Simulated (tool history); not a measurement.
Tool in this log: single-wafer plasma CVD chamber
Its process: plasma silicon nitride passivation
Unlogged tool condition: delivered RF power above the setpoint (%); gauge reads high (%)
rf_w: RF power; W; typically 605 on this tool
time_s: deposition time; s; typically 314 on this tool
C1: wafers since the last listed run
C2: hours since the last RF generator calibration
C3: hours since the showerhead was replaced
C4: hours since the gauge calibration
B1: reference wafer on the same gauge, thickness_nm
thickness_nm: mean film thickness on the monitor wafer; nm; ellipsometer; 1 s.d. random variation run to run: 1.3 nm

Run 1, hour 0: usual settings; C1 0; C2 106.2; C3 4703.3; C4 1542.2; B1 645.152. Result: thickness_nm 566.292 nm.
Run 2, hour 31.8: usual settings; C1 232; C2 138; C3 4735.1; C4 1574; B1 644.343. Result: thickness_nm 563.886 nm.
Run 3, hour 82.9: usual settings but time_s 364 s; C1 374; C2 189.1; C3 4786.2; C4 1625.1; B1 645.593. Result: thickness_nm 652.275 nm.
Run 4, hour 145: usual settings; C1 454; C2 251.2; C3 4848.3; C4 1687.2; B1 645.639. Result: thickness_nm 563.742 nm.
Run 5, hour 200.1: usual settings; C1 403; C2 306.3; C3 4903.4; C4 1742.3; B1 645.767. Result: thickness_nm 564.383 nm.
Run 6, hour 257.6: usual settings; C1 420; C2 363.8; C3 4960.9; C4 1799.8; B1 644.886. Result: thickness_nm 562.903 nm.
Run 7, hour 319.4: usual settings; C1 452; C2 425.6; C3 5022.7; C4 1861.6; B1 644.498. Result: thickness_nm 561.009 nm.
Run 8, hour 391.3: usual settings; C1 526; C2 497.5; C3 5094.6; C4 1933.5; B1 645.167. Result: thickness_nm 561.312 nm.
Run 9, hour 444.6: usual settings but time_s 298 s; C1 390; C2 550.8; C3 5147.9; C4 1986.8; B1 645.902. Result: thickness_nm 536.565 nm.
Run 10, hour 509.6: usual settings but time_s 298 s; C1 475; C2 615.8; C3 5212.9; C4 2051.8; B1 645.856. Result: thickness_nm 536.257 nm.
Run 11, hour 537.5: usual settings but time_s 298 s; C1 204; C2 643.7; C3 5240.8; C4 2079.7; B1 644.922. Result: thickness_nm 531.536 nm.
Run 12, hour 651.5: usual settings but time_s 299 s; C1 834; C2 757.7; C3 5354.8; C4 2193.7; B1 645.217. Result: thickness_nm 536.888 nm.
Run 13, hour 710.5: usual settings but time_s 288 s; C1 431; C2 816.7; C3 5413.8; C4 2252.7; B1 644.638. Result: thickness_nm 514.303 nm.
Run 14, hour 751.8: usual settings; C1 302; C2 858; C3 5455.1; C4 2294; B1 644.879. Result: thickness_nm 561.653 nm.
Run 15, hour 819.5: usual settings; C1 495; C2 925.7; C3 5522.8; C4 2361.7; B1 645.288. Result: thickness_nm 561.878 nm.
At hour 911.9: gauge calibrated.
Run 16, hour 1024.1: usual settings; C1 1497; C2 1130.3; C3 5727.4; C4 112.2; B1 644.9. Result: thickness_nm 562.218 nm.
Run 17, hour 1091.7: usual settings; C1 494; C2 1197.9; C3 5795; C4 179.8; B1 644.777. Result: thickness_nm 560.411 nm.
Run 18, hour 1160.9: usual settings; C1 506; C2 1267.1; C3 5864.2; C4 249; B1 645.027. Result: thickness_nm 561.689 nm.
Run 19, hour 1208.1: usual settings; C1 345; C2 1314.3; C3 5911.4; C4 296.2; B1 644.606. Result: thickness_nm 558.733 nm.
Run 20, hour 1272.2: usual settings; C1 469; C2 1378.4; C3 5975.5; C4 360.3; B1 644.943. Result: thickness_nm 556.25 nm.
Run 21, hour 1331.5: usual settings; C1 434; C2 1437.7; C3 6034.8; C4 419.6; B1 645.274. Result: thickness_nm 556.034 nm.
Run 22, hour 1359.5: usual settings but rf_w 520 W; C1 204; C2 1465.7; C3 6062.8; C4 447.6; B1 644.508. Result: thickness_nm 513.319 nm.
Run 23, hour 1424.2: usual settings but rf_w 665 W, time_s 342 s; C1 473; C2 1530.4; C3 6127.5; C4 512.3; B1 645.249. Result: thickness_nm 632.767 nm.
Run 24, hour 1449.3: usual settings but rf_w 565 W; C1 183; C2 1555.5; C3 6152.6; C4 537.4; B1 644.7. Result: thickness_nm 536.313 nm.
At hour 1506.8: RF generator calibrated.
Run 25, hour 1516.2: usual settings but rf_w 505 W; C1 431; C2 9.4; C3 6219.5; C4 604.3; B1 645.846. Result: thickness_nm 512.613 nm.
At hour 1575.5: showerhead replaced.
Run 26, hour 1578.3: usual settings but rf_w 700 W, time_s 269 s; C1 396; C2 71.5; C3 2.8; C4 666.4; B1 644.902. Result: thickness_nm 517.238 nm.
Run 27, hour 1616.2: usual settings but rf_w 650 W, time_s 335 s; C1 277; C2 109.4; C3 40.7; C4 704.3; B1 644.873. Result: thickness_nm 620.764 nm.
Run 28, hour 1664.5: usual settings; C1 353; C2 157.7; C3 89; C4 752.6; B1 645.217. Result: thickness_nm 561.521 nm.
Run 29, hour 1704.2: usual settings but rf_w 690 W, time_s 351 s; C1 290; C2 197.4; C3 128.7; C4 792.3; B1 645.145. Result: thickness_nm 669.517 nm.
Run 30, hour 1733.4: usual settings but time_s 265 s; C1 213; C2 226.6; C3 157.9; C4 821.5; B1 645.131. Result: thickness_nm 474.753 nm.
Run 31, hour 1760.8: usual settings; C1 200; C2 254; C3 185.3; C4 848.9; B1 644.513. Result: thickness_nm 562.944 nm.
Run 32, hour 1809.9: usual settings but rf_w 685 W, time_s 278 s; C1 359; C2 303.1; C3 234.4; C4 898; B1 645.371. Result: thickness_nm 528.911 nm.
Run 33, hour 1857.8: usual settings but rf_w 680 W, time_s 340 s; C1 350; C2 351; C3 282.3; C4 945.9; B1 645.071. Result: thickness_nm 646.52 nm.
Run 34, hour 1884.3: usual settings; C1 193; C2 377.5; C3 308.8; C4 972.4; B1 645.834. Result: thickness_nm 562.328 nm.
Run 35, hour 1919.8: usual settings but rf_w 710 W, time_s 353 s; C1 259; C2 413; C3 344.3; C4 1007.9; B1 644.314. Result: thickness_nm 684.475 nm.
Run 36, hour 2003.1: usual settings but rf_w 500 W, time_s 338 s; C1 609; C2 496.3; C3 427.6; C4 1091.2; B1 644.316. Result: thickness_nm 543.945 nm.
Run 37, hour 2051: usual settings but time_s 257 s; C1 350; C2 544.2; C3 475.5; C4 1139.1; B1 644.953. Result: thickness_nm 459.953 nm.
Run 38, hour 2106.5: usual settings but rf_w 530 W, time_s 335 s; C1 406; C2 599.7; C3 531; C4 1194.6; B1 645.146. Result: thickness_nm 558.728 nm.
Run 39, hour 2134.7: usual settings but rf_w 705 W, time_s 295 s; C1 206; C2 627.9; C3 559.2; C4 1222.8; B1 644.909. Result: thickness_nm 569.738 nm.
Run 40, hour 2171.7: usual settings but rf_w 500 W, time_s 259 s; C1 270; C2 664.9; C3 596.2; C4 1259.8; B1 645.013. Result: thickness_nm 417.866 nm.
Run 41, hour 2212.3: usual settings but time_s 298 s; C1 297; C2 705.5; C3 636.8; C4 1300.4; B1 645.03. Result: thickness_nm 533.813 nm.
Run 42, hour 2275.9: usual settings but rf_w 485 W; C1 465; C2 769.1; C3 700.4; C4 1364; B1 645.224. Result: thickness_nm 497.675 nm.
Run 43, hour 2303.3: usual settings but rf_w 570 W, time_s 359 s; C1 200; C2 796.5; C3 727.8; C4 1391.4; B1 644.463. Result: thickness_nm 622.175 nm.
Run 44, hour 2328.5: usual settings but rf_w 715 W, time_s 334 s; C1 184; C2 821.7; C3 753; C4 1416.6; B1 644.996. Result: thickness_nm 648.61 nm.
Run 45, hour 2377.8: usual settings but rf_w 660 W, time_s 344 s; C1 360; C2 871; C3 802.3; C4 1465.9; B1 644.982. Result: thickness_nm 641.457 nm.

What differs in the tool's unlogged condition from the final listed run ahead of each entry between runs to the first listed run following it?
Runs 15 to 16: gauge calibrated (hour 911.9)
  delivered RF power above the setpoint (%): -1.19 -> -1.58
  measured minus no-state result, thickness_nm: -3.402 -> -4.559 nm
Runs 24 to 25: RF generator calibrated (hour 1506.8)
  delivered RF power above the setpoint (%): -2.66 -> -0.566
  measured minus no-state result, thickness_nm: -7.387 -> -1.469 nm
Runs 25 to 26: showerhead replaced (hour 1575.5)
  delivered RF power above the setpoint (%): -0.566 -> -0.571
  measured minus no-state result, thickness_nm: -1.469 -> -1.495 nm
